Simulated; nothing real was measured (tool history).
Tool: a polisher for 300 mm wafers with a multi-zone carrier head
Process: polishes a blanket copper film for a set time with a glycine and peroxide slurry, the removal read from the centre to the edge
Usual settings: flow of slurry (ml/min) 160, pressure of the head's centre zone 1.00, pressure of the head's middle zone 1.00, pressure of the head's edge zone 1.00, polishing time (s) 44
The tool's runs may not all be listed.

| run | hour | flow of slurry (ml/min) | pressure of the head's centre zone | pressure of the head's middle zone | pressure of the head's edge zone | polishing time (s) | incoming thickness of the incoming film, nm | film removed at the wafer's centre (Å) | film removed at mid-radius (Å) | film removed at the wafer's edge (Å) |
|---|---|---|---|---|---|---|---|---|---|---|
| 1 | 0.0 | 160 | 1.00 | 0.97 | 1.00 | 44 | 2091.0 | 1574 | 1630 | 1730 |
|  | 7.2 | worn pad replaced by a new one |
| 2 | 27.1 | 160 | 1.00 | 0.97 | 1.00 | 44 | 2116.8 | 1660 | 1726 | 1792 |
| 3 | 66.4 | 160 | 1.00 | 1.00 | 1.00 | 44 | 2085.6 | 1551 | 1676 | 1678 |
| 4 | 86.5 | 160 | 1.00 | 1.00 | 1.00 | 44 | 2075.0 | 1539 | 1687 | 1690 |
|  | 98.6 | worn pad replaced by a new one |
| 5 | 119.4 | 160 | 1.00 | 1.00 | 0.96 | 44 | 2083.5 | 1614 | 1774 | 1762 |
| 6 | 148.3 | 180 | 1.00 | 1.00 | 1.00 | 44 | 2098.8 | 1564 | 1723 | 1763 |
| 7 | 179.2 | 160 | 1.00 | 1.00 | 1.00 | 44 | 2084.2 | 1525 | 1653 | 1688 |
|  | 204.4 | worn pad replaced by a new one |
| 8 | 213.7 | 160 | 1.00 | 1.00 | 1.00 | 44 | 2095.1 | 1644 | 1849 | 1846 |
| 9 | 243.5 | 160 | 1.06 | 1.00 | 1.00 | 44 | 2078.0 | 1637 | 1747 | 1743 |
|  | 266.1 | centre zone pressure recalibrated |
|  | 275.6 | carrier head's membrane replaced by a new one |
|  | 306.5 | slurry nozzle cleaned |
|  | 318.9 | worn pad replaced by a new one |
| 10 | 319.4 | 160 | 1.00 | 1.00 | 1.00 | 44 | 2126.2 | 1920 | 1893 | 1899 |
| 11 | 342.9 | 160 | 1.00 | 1.04 | 0.90 | 44 | 2102.4 | 1807 | 1836 | 1688 |
|  | 350.3 | edge zone pressure recalibrated |
| 12 | 378.6 | 160 | 1.00 | 1.10 | 1.11 | 35 | 2076.9 | 1346 | 1463 | 1448 |
| 13 | 394.5 | 160 | 0.93 | 1.00 | 1.00 | 48 | 2063.2 | 1733 | 1824 | 1837 |
|  | 410.0 | worn pad replaced by a new one |
| 14 | 410.9 | 210 | 1.09 | 1.00 | 1.00 | 35 | 2057.6 | 1706 | 1541 | 1548 |
| 15 | 435.9 | 130 | 0.89 | 1.00 | 0.96 | 51 | 2119.9 | 1785 | 1992 | 2008 |
| 16 | 467.5 | 190 | 1.09 | 1.00 | 1.00 | 48 | 2090.3 | 2085 | 1880 | 1949 |
| 17 | 502.5 | 160 | 1.00 | 1.00 | 1.00 | 44 | 2104.4 | 1694 | 1687 | 1706 |
|  | 523.2 | worn pad replaced by a new one |
| 18 | 535.3 | 160 | 1.00 | 1.00 | 1.10 | 44 | 2101.2 | 1813 | 1770 | 1865 |

Forecast each of these 4 alternatives for the next run:
| A | 535.7 | 160 | 1.00 | 1.00 | 1.00 | 44 | 2095.8 | ? | ? | ? |
| B | 535.7 | 210 | 1.04 | 1.05 | 1.00 | 36 | 2095.8 | ? | ? | ? |
| C | 535.7 | 185 | 1.00 | 1.00 | 1.00 | 44 | 2095.8 | ? | ? | ? |
| D | 535.7 | 160 | 1.11 | 1.08 | 1.00 | 44 | 2095.8 | ? | ? | ? |

| run | film removed at the wafer's centre (Å) | film removed at mid-radius (Å) | film removed at the wafer's edge (Å) |
|---|---|---|---|
| A | 1832 | 1765 | 1804 |
| B | 1612 | 1554 | 1511 |
| C | 1869 | 1796 | 1828 |
| D | 2019 | 1883 | 1802 |
Without the tool's hidden state the same runs would have given:
| run | film removed at the wafer's centre (Å) | film removed at mid-radius (Å) | film removed at the wafer's edge (Å) |
|---|---|---|---|
| A | 1925 | 1862 | 1904 |
| B | 1695 | 1640 | 1594 |
| C | 1964 | 1896 | 1929 |
| D | 2122 | 1987 | 1902 |
